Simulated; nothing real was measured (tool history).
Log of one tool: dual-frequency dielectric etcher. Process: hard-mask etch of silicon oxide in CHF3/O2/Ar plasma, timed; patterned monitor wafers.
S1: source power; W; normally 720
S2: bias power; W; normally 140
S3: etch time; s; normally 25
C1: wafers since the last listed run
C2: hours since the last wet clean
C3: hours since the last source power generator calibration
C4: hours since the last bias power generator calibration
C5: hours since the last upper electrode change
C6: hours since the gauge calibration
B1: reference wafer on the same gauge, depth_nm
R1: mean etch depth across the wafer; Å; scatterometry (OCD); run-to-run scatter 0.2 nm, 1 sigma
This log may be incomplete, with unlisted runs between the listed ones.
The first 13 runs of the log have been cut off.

run    hour   S1   S2    S3    C1     C2      C3      C4      C5      C6     B1     R1
      753.9  -- upper electrode replaced, of another model than before
 14   754.4  830  161    20   292  550.6    85.3    1981     0.5   317.2  42.13  402.8
 15   799.5  830  161    20   389  595.7   130.4  2026.1    45.6   362.3  42.03    401
 16   895.8  600  164    20   832    692   226.7  2122.4   141.9   458.6  42.16  349.7
      921.3  -- wet clean of the chamber
 17   999.7  720  140    25   690   78.4   330.6  2226.3   245.8   562.5  42.15  450.7
 18  1063.9  720  140    19   554  142.6   394.8  2290.5     310   626.7  42.12  340.9
     1100.9  -- bias power generator calibrated
 19  1129.8  720  140    21   534  208.5   460.7    28.9   375.9   692.6  42.13  386.2
 20  1167.8  720  140    25   328  246.5   498.7    66.9   413.9   730.6  42.08  462.1
 21  1465.1  720  169    25  2568  543.8     796   364.2   711.2  1027.9  42.12  487.5
 22  1566.7  610  155  19.5   877  645.4   897.6   465.8   812.8  1129.5  42.08    342
 23  1666.7  550  121  27.5   864  745.4   997.6   565.8   912.8  1229.5  42.07  423.9
     1757.7  -- wet clean of the chamber
 24  1771.8  770  174  32.5   700   14.1  1102.7   670.9  1017.9  1334.6   42.1  649.5
 25    1858  670  106    25   744  100.3  1188.9   757.1  1104.1  1420.8  42.15  408.1
 26  1928.9  670  140    25   612  171.2  1259.8     828    1175  1491.7  42.09  439.6
 27  2077.5  720  140    25  1283  319.8  1408.4   976.6  1323.6  1640.3  42.14  454.3
 28  2174.9  720  140    25   841  417.2  1505.8    1074    1421  1737.7  42.15  453.2
 29  2271.9  720  140    25   838  514.2  1602.8    1171    1518  1834.7  42.07  458.2
 30  2375.5  790  152    21   895  617.8  1706.4  1274.6  1621.6  1938.3  42.07  408.3

Here are 3 independent what-if runs from the current tool condition. What would each one return?
  A  2375.9  720  140    25   3  618.2  1706.8  1275  1622  1938.7   ?   ?
  B  2375.9  580  140  27.5   3  618.2  1706.8  1275  1622  1938.7   ?   ?
  C  2375.9  800  155  17.5   3  618.2  1706.8  1275  1622  1938.7   ?   ?

run     B1     R1
  A  42.07  453.7
  B  42.07  451.7
  C  42.07  343.4
With no hidden state in the tool, these same runs would have given:
run     R1
  A  456.9
  B    455
  C  345.9
